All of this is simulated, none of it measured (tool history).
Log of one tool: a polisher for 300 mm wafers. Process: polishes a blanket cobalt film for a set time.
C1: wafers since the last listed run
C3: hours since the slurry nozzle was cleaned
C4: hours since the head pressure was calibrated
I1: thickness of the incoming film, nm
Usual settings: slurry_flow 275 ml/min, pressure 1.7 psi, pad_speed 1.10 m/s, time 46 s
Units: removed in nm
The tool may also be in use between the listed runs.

{"run": 1, "hour": 0.0, "slurry_flow": 275, "pressure": 1.7, "pad_speed": 1.1, "time": 46, "C1": 0, "wafers polished on this pad": 1629, "C3": 39.6, "C4": 295.0, "I1": 611.5, "removed": 250.7}
{"run": 2, "hour": 36.1, "slurry_flow": 275, "pressure": 1.7, "pad_speed": 1.1, "time": 46, "C1": 333, "wafers polished on this pad": 1962, "C3": 75.7, "C4": 331.1, "I1": 607.4, "removed": 246.4}
{"run": 3, "hour": 61.5, "slurry_flow": 275, "pressure": 1.7, "pad_speed": 1.1, "time": 46, "C1": 234, "wafers polished on this pad": 2196, "C3": 101.1, "C4": 356.5, "I1": 606.2, "removed": 243.6}
{"run": 4, "hour": 122.6, "slurry_flow": 275, "pressure": 1.7, "pad_speed": 1.1, "time": 46, "C1": 563, "wafers polished on this pad": 2760, "C3": 162.2, "C4": 417.6, "I1": 622.6, "removed": 242.9}
{"hour": 165.0, "done": "head pressure recalibrated"}
{"run": 5, "hour": 172.7, "slurry_flow": 275, "pressure": 1.7, "pad_speed": 1.1, "time": 46, "C1": 443, "wafers polished on this pad": 3204, "C3": 212.3, "C4": 7.7, "I1": 613.8, "removed": 242.8}
{"run": 6, "hour": 243.0, "slurry_flow": 275, "pressure": 1.7, "pad_speed": 1.1, "time": 46, "C1": 648, "wafers polished on this pad": 3853, "C3": 282.6, "C4": 78.0, "I1": 597.9, "removed": 236.5}
{"run": 7, "hour": 283.8, "slurry_flow": 275, "pressure": 1.7, "pad_speed": 1.1, "time": 46, "C1": 376, "wafers polished on this pad": 4229, "C3": 323.4, "C4": 118.8, "I1": 617.2, "removed": 236.9}
{"run": 8, "hour": 329.6, "slurry_flow": 325, "pressure": 1.7, "pad_speed": 1.1, "time": 46, "C1": 422, "wafers polished on this pad": 4652, "C3": 369.2, "C4": 164.6, "I1": 605.7, "removed": 232.5}
{"hour": 336.5, "done": "worn pad replaced by a new one"}
{"hour": 348.7, "done": "slurry nozzle cleaned"}
{"run": 9, "hour": 401.9, "slurry_flow": 275, "pressure": 1.7, "pad_speed": 1.1, "time": 46, "C1": 620, "wafers polished on this pad": 594, "C3": 53.2, "C4": 236.9, "I1": 601.6, "removed": 254.1}
{"run": 10, "hour": 455.7, "slurry_flow": 275, "pressure": 1.7, "pad_speed": 1.1, "time": 46, "C1": 496, "wafers polished on this pad": 1090, "C3": 107.0, "C4": 290.7, "I1": 612.8, "removed": 248.2}
{"run": 11, "hour": 502.0, "slurry_flow": 275, "pressure": 1.7, "pad_speed": 1.1, "time": 46, "C1": 427, "wafers polished on this pad": 1518, "C3": 153.3, "C4": 337.0, "I1": 598.4, "removed": 256.3}
{"run": 12, "hour": 539.3, "slurry_flow": 275, "pressure": 1.7, "pad_speed": 1.1, "time": 46, "C1": 344, "wafers polished on this pad": 1862, "C3": 190.6, "C4": 374.3, "I1": 602.3, "removed": 248.4}
{"run": 13, "hour": 577.4, "slurry_flow": 300, "pressure": 1.4, "pad_speed": 1.46, "time": 31, "C1": 351, "wafers polished on this pad": 2213, "C3": 228.7, "C4": 412.4, "I1": 611.1, "removed": 183.6}
{"hour": 591.9, "done": "head pressure recalibrated"}
{"run": 14, "hour": 612.3, "slurry_flow": 195, "pressure": 1.7, "pad_speed": 1.1, "time": 46, "C1": 303, "wafers polished on this pad": 2517, "C3": 263.6, "C4": 20.4, "I1": 620.5, "removed": 237.3}
{"run": 15, "hour": 645.2, "slurry_flow": 355, "pressure": 1.7, "pad_speed": 0.8, "time": 46, "C1": 303, "wafers polished on this pad": 2820, "C3": 296.5, "C4": 53.3, "I1": 610.9, "removed": 178.3}
{"run": 16, "hour": 679.2, "slurry_flow": 205, "pressure": 1.3, "pad_speed": 0.74, "time": 37, "C1": 313, "wafers polished on this pad": 3134, "C3": 330.5, "C4": 87.3, "I1": 609.9, "removed": 97.3}
{"run": 17, "hour": 715.2, "slurry_flow": 275, "pressure": 1.7, "pad_speed": 1.1, "time": 56, "C1": 332, "wafers polished on this pad": 3466, "C3": 366.5, "C4": 123.3, "I1": 605.3, "removed": 293.0}
{"hour": 740.1, "done": "slurry nozzle cleaned"}
{"run": 18, "hour": 744.1, "slurry_flow": 275, "pressure": 1.7, "pad_speed": 0.82, "time": 35, "C1": 257, "wafers polished on this pad": 3724, "C3": 4.0, "C4": 152.2, "I1": 610.9, "removed": 135.5}
{"hour": 751.0, "done": "worn pad replaced by a new one"}
{"run": 19, "hour": 793.2, "slurry_flow": 275, "pressure": 1.7, "pad_speed": 0.94, "time": 46, "C1": 416, "wafers polished on this pad": 388, "C3": 53.1, "C4": 201.3, "I1": 602.2, "removed": 211.4}
{"run": 20, "hour": 841.4, "slurry_flow": 275, "pressure": 1.7, "pad_speed": 0.8, "time": 46, "C1": 444, "wafers polished on this pad": 833, "C3": 101.3, "C4": 249.5, "I1": 620.1, "removed": 181.0}
{"run": 21, "hour": 902.6, "slurry_flow": 275, "pressure": 1.7, "pad_speed": 1.1, "time": 46, "C1": 564, "wafers polished on this pad": 1398, "C3": 162.5, "C4": 310.7, "I1": 618.6, "removed": 245.4}
{"run": 22, "hour": 958.0, "slurry_flow": 275, "pressure": 1.7, "pad_speed": 1.1, "time": 58, "C1": 511, "wafers polished on this pad": 1909, "C3": 217.9, "C4": 366.1, "I1": 611.7, "removed": 307.4}
{"run": 23, "hour": 984.2, "slurry_flow": 275, "pressure": 1.7, "pad_speed": 1.1, "time": 46, "C1": 241, "wafers polished on this pad": 2151, "C3": 244.1, "C4": 392.3, "I1": 616.4, "removed": 244.3}
{"run": 24, "hour": 1013.9, "slurry_flow": 275, "pressure": 1.7, "pad_speed": 1.1, "time": 46, "C1": 274, "wafers polished on this pad": 2425, "C3": 273.8, "C4": 422.0, "I1": 616.5, "removed": 245.4}
{"hour": 1052.8, "done": "head pressure recalibrated"}
{"run": 25, "hour": 1077.3, "slurry_flow": 275, "pressure": 1.2, "pad_speed": 1.38, "time": 40, "C1": 566, "wafers polished on this pad": 2991, "C3": 337.2, "C4": 24.5, "I1": 608.5, "removed": 188.2}
{"run": 26, "hour": 1126.3, "slurry_flow": 275, "pressure": 1.7, "pad_speed": 1.1, "time": 46, "C1": 452, "wafers polished on this pad": 3443, "C3": 386.2, "C4": 73.5, "I1": 604.5, "removed": 239.5}
{"hour": 1144.6, "done": "slurry nozzle cleaned"}
{"run": 27, "hour": 1180.9, "slurry_flow": 275, "pressure": 1.7, "pad_speed": 0.96, "time": 46, "C1": 494, "wafers polished on this pad": 3938, "C3": 36.3, "C4": 128.1, "I1": 620.5, "removed": 202.6}
{"run": 28, "hour": 1207.9, "slurry_flow": 275, "pressure": 1.7, "pad_speed": 1.32, "time": 62, "C1": 249, "wafers polished on this pad": 4187, "C3": 63.3, "C4": 155.1, "I1": 619.8, "removed": 384.7}
{"run": 29, "hour": 1241.0, "slurry_flow": 275, "pressure": 2.0, "pad_speed": 1.1, "time": 46, "C1": 305, "wafers polished on this pad": 4492, "C3": 96.4, "C4": 188.2, "I1": 610.2, "removed": 272.3}
{"hour": 1246.5, "done": "worn pad replaced by a new one"}
{"run": 30, "hour": 1418.6, "slurry_flow": 275, "pressure": 1.7, "pad_speed": 1.1, "time": 57, "C1": 1601, "wafers polished on this pad": 1587, "C3": 274.0, "C4": 365.8, "I1": 621.7, "removed": 302.1}
{"hour": 1484.9, "done": "head pressure recalibrated"}
{"run": 31, "hour": 1485.4, "slurry_flow": 275, "pressure": 1.7, "pad_speed": 1.46, "time": 55, "C1": 597, "wafers polished on this pad": 2185, "C3": 340.8, "C4": 0.5, "I1": 610.8, "removed": 388.3}
{"run": 32, "hour": 1512.4, "slurry_flow": 275, "pressure": 1.7, "pad_speed": 1.2, "time": 46, "C1": 249, "wafers polished on this pad": 2434, "C3": 367.8, "C4": 27.5, "I1": 612.3, "removed": 263.2}
{"run": 33, "hour": 1538.0, "slurry_flow": 275, "pressure": 1.7, "pad_speed": 1.1, "time": 46, "C1": 236, "wafers polished on this pad": 2671, "C3": 393.4, "C4": 53.1, "I1": 610.9, "removed": 241.8}
{"hour": 1554.5, "done": "slurry nozzle cleaned"}
{"run": 34, "hour": 1577.1, "slurry_flow": 235, "pressure": 1.7, "pad_speed": 1.1, "time": 46, "C1": 351, "wafers polished on this pad": 3022, "C3": 22.6, "C4": 92.2, "I1": 614.7, "removed": 238.4}
{"run": 35, "hour": 1641.3, "slurry_flow": 275, "pressure": 1.7, "pad_speed": 1.32, "time": 60, "C1": 592, "wafers polished on this pad": 3615, "C3": 86.8, "C4": 156.4, "I1": 607.5, "removed": 367.6}
{"run": 36, "hour": 1667.1, "slurry_flow": 370, "pressure": 2.0, "pad_speed": 1.46, "time": 55, "C1": 238, "wafers polished on this pad": 3853, "C3": 112.6, "C4": 182.2, "I1": 615.4, "removed": 453.4}

5 ways to go on from here, each from the tool as it stands after run 36. What would each give?
{"run": "A", "hour": 1667.5, "slurry_flow": 205, "pressure": 1.7, "pad_speed": 1.1, "time": 46, "C1": 3, "wafers polished on this pad": 3856, "C3": 113.0, "C4": 182.6, "I1": 617.2, "removed": "?"}
{"run": "B", "hour": 1667.5, "slurry_flow": 350, "pressure": 2.0, "pad_speed": 1.24, "time": 42, "C1": 3, "wafers polished on this pad": 3856, "C3": 113.0, "C4": 182.6, "I1": 617.2, "removed": "?"}
{"run": "C", "hour": 1667.5, "slurry_flow": 275, "pressure": 1.7, "pad_speed": 1.1, "time": 61, "C1": 3, "wafers polished on this pad": 3856, "C3": 113.0, "C4": 182.6, "I1": 617.2, "removed": "?"}
{"run": "D", "hour": 1667.5, "slurry_flow": 315, "pressure": 1.4, "pad_speed": 1.1, "time": 37, "C1": 3, "wafers polished on this pad": 3856, "C3": 113.0, "C4": 182.6, "I1": 617.2, "removed": "?"}
{"run": "E", "hour": 1667.5, "slurry_flow": 275, "pressure": 1.4, "pad_speed": 1.1, "time": 37, "C1": 3, "wafers polished on this pad": 3856, "C3": 113.0, "C4": 182.6, "I1": 617.2, "removed": "?"}

run=A removed=228.9
run=B removed=292.5
run=C removed=313.7
run=D removed=158.6
run=E removed=156.7
Without the tool's hidden state the same runs would have given:
run=A removed=246.4
run=B removed=314.9
run=C removed=337.8
run=D removed=170.8
run=E removed=168.7

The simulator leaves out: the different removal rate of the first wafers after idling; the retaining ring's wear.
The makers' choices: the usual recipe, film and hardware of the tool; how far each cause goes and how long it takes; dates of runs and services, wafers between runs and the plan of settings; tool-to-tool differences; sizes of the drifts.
